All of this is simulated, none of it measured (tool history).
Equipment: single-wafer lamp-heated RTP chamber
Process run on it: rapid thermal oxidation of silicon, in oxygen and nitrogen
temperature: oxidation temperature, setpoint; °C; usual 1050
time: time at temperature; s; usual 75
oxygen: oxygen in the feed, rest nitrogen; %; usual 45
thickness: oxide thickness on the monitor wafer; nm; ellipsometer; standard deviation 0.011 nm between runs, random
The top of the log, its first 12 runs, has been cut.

run     day  temperature  time  oxygen  read-back reference wafer on the same gauge, thickness  thickness
 13  12.904         1050    75      24                                                   8.463      6.139
 14    13.9         1050    75      45                                                   8.459      7.636
     15.088  -- oxygen flow controller replaced
 15  15.108         1050    75      45                                                   8.462       7.65
     18.046  -- pyrometer window cleaned and pyrometer calibrated
 16  18.067         1050    75      45                                                   8.458       7.55
 17  18.429         1050    75      45                                                   8.456      7.569
 18  19.017         1050    75      45                                                   8.455      7.556
 19  20.271         1050    75      45                                                   8.459      7.585
 20  21.471         1050    75      45                                                   8.462       7.58
 21  22.554         1050    48      54                                                   8.456      6.653
 22  23.104         1050    75      45                                                    8.46      7.566
 23  24.546         1050    75      45                                                   8.465       7.58
 24  25.146         1050    99      36                                                   8.461      7.917
     25.292  -- gauge calibrated
 25  26.404         1062    75      61                                                   8.463      9.166
 26  27.754         1040    75      25                                                   8.453      5.774
 27  28.271         1031    75      21                                                   8.452      5.148
 28  28.925         1022    75      45                                                   8.459      6.276
 29  29.512         1080    51      69                                                   8.458       9.11
 30  30.438         1050    75      31                                                   8.467      6.668
 31  31.588         1042    75      74                                                   8.462      8.566

What will run 32 give?
 32  32.112         1050    75      45                                                       ?          ?

read-back reference wafer on the same gauge, thickness: 8.463
thickness: 7.636 nm
On a tool with no hidden condition, and with the same random variation, this run would have come out at thickness 7.576 nm.
